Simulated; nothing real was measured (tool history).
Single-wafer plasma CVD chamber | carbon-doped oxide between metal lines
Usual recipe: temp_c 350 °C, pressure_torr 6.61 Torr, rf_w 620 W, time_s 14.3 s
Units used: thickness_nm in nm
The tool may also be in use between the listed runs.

run	hour	temp_c	pressure_torr	rf_w	time_s	read-back reference wafer on the same gauge, thickness_nm	thickness_nm
1	0.0	350	6.61	620	14.3	96.770	93.621
2	67.4	350	6.61	620	14.3	96.846	93.899
# hour 75.8: capacitance manometer re-zeroed and calibrated
3	123.9	360	6.61	620	14.3	96.809	91.055
4	164.4	350	6.61	620	14.3	96.827	93.582
5	221.3	350	6.61	620	14.3	96.863	93.644
6	262.7	350	6.61	620	16.2	96.869	106.158
7	333.0	350	6.61	620	16.2	96.796	106.329
8	362.8	350	6.61	620	14.3	96.747	94.031
# hour 372.5: gauge calibrated
# hour 373.1: showerhead replaced
9	414.2	350	6.61	620	14.3	96.817	93.731
10	476.5	350	6.61	620	14.3	96.867	94.349
11	566.4	350	6.61	620	14.3	96.750	94.002
12	683.2	350	6.61	620	14.3	96.824	94.313
# hour 727.7: RF generator calibrated
13	728.2	362	6.61	620	14.3	96.763	91.326
14	748.8	360	6.61	620	14.3	96.748	91.996
15	820.6	350	7.12	570	15.9	96.796	99.751
16	889.8	350	7.40	510	14.3	96.797	83.025
# hour 941.7: capacitance manometer re-zeroed and calibrated
17	942.2	363	5.95	690	14.3	96.787	97.282
18	960.2	350	6.61	620	14.3	96.776	94.483
19	989.8	336	7.45	720	13.3	96.836	101.475
20	1061.0	350	6.61	620	12.5	96.737	83.018
21	1109.0	360	6.61	690	14.3	96.791	99.709
# hour 1159.0: thermocouple changed; heater temperature recalibrated
22	1166.1	350	6.61	620	14.3	96.725	92.470
23	1225.7	345	5.86	620	15.1	96.809	98.065
24	1278.7	350	6.61	540	13.0	96.796	76.643
25	1337.9	350	6.61	620	14.3	96.779	92.854
26	1406.0	360	6.61	620	12.1	96.765	77.089
27	1472.5	350	6.61	620	14.3	96.788	93.031
28	1498.8	350	6.61	620	16.2	96.805	105.327

Here are 4 independent what-if runs from the current tool condition. What would each one return?
A	1499.2	350	6.61	620	14.3	?	?
B	1499.2	350	8.19	620	14.3	?	?
C	1499.2	355	6.61	695	14.3	?	?
D	1499.2	338	7.28	575	16.0	?	?

run	read-back reference wafer on the same gauge, thickness_nm	thickness_nm
A	96.773	93.046
B	96.773	94.069
C	96.773	99.055
D	96.773	102.493
Without the tool's hidden state the same runs would have given:
run	thickness_nm
A	93.069
B	94.092
C	99.079
D	102.523
